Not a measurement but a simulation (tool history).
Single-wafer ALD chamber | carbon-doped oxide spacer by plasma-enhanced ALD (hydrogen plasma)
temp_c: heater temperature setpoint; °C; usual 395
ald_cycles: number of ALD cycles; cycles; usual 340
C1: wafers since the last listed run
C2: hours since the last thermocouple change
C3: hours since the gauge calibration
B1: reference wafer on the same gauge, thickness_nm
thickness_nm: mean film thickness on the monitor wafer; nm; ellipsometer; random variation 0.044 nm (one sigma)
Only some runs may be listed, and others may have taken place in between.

{"run": 1, "hour": 0.0, "temp_c": 395, "ald_cycles": 356, "C1": 0, "C2": 2157.0, "C3": 456.7, "B1": 19.203, "thickness_nm": 18.3}
{"run": 2, "hour": 62.4, "temp_c": 404, "ald_cycles": 340, "C1": 75, "C2": 2219.4, "C3": 519.1, "B1": 19.155, "thickness_nm": 17.375}
{"run": 3, "hour": 152.0, "temp_c": 404, "ald_cycles": 340, "C1": 109, "C2": 2309.0, "C3": 608.7, "B1": 19.118, "thickness_nm": 17.213}
{"run": 4, "hour": 275.9, "temp_c": 395, "ald_cycles": 373, "C1": 150, "C2": 2432.9, "C3": 732.6, "B1": 19.052, "thickness_nm": 19.069}
{"run": 5, "hour": 348.2, "temp_c": 395, "ald_cycles": 373, "C1": 88, "C2": 2505.2, "C3": 804.9, "B1": 18.982, "thickness_nm": 18.938}
{"run": 6, "hour": 421.9, "temp_c": 395, "ald_cycles": 373, "C1": 89, "C2": 2578.9, "C3": 878.6, "B1": 18.917, "thickness_nm": 18.848}
{"hour": 462.6, "done": "thermocouple changed; heater temperature recalibrated"}
{"run": 7, "hour": 483.8, "temp_c": 403, "ald_cycles": 340, "C1": 65, "C2": 21.2, "C3": 940.5, "B1": 18.882, "thickness_nm": 17.076}
{"hour": 495.1, "done": "gauge calibrated"}
{"run": 8, "hour": 527.7, "temp_c": 395, "ald_cycles": 340, "C1": 53, "C2": 65.1, "C3": 32.6, "B1": 19.31, "thickness_nm": 17.65}
{"run": 9, "hour": 613.4, "temp_c": 388, "ald_cycles": 399, "C1": 104, "C2": 150.8, "C3": 118.3, "B1": 19.303, "thickness_nm": 20.643}
{"run": 10, "hour": 675.1, "temp_c": 388, "ald_cycles": 319, "C1": 75, "C2": 212.5, "C3": 180.0, "B1": 19.299, "thickness_nm": 16.447}
{"run": 11, "hour": 766.1, "temp_c": 384, "ald_cycles": 367, "C1": 110, "C2": 303.5, "C3": 271.0, "B1": 19.27, "thickness_nm": 18.995}
{"run": 12, "hour": 856.7, "temp_c": 390, "ald_cycles": 340, "C1": 110, "C2": 394.1, "C3": 361.6, "B1": 19.241, "thickness_nm": 17.565}
{"run": 13, "hour": 900.8, "temp_c": 395, "ald_cycles": 340, "C1": 53, "C2": 438.2, "C3": 405.7, "B1": 19.253, "thickness_nm": 17.484}

Expected results for the next run?
{"run": 14, "hour": 942.4, "temp_c": 395, "ald_cycles": 399, "C1": 50, "C2": 479.8, "C3": 447.3, "B1": "?", "thickness_nm": "?"}

B1: 19.213
thickness_nm: 20.548 nm
Minus the tool's unlogged condition, the same run would have read thickness_nm 20.632 nm.
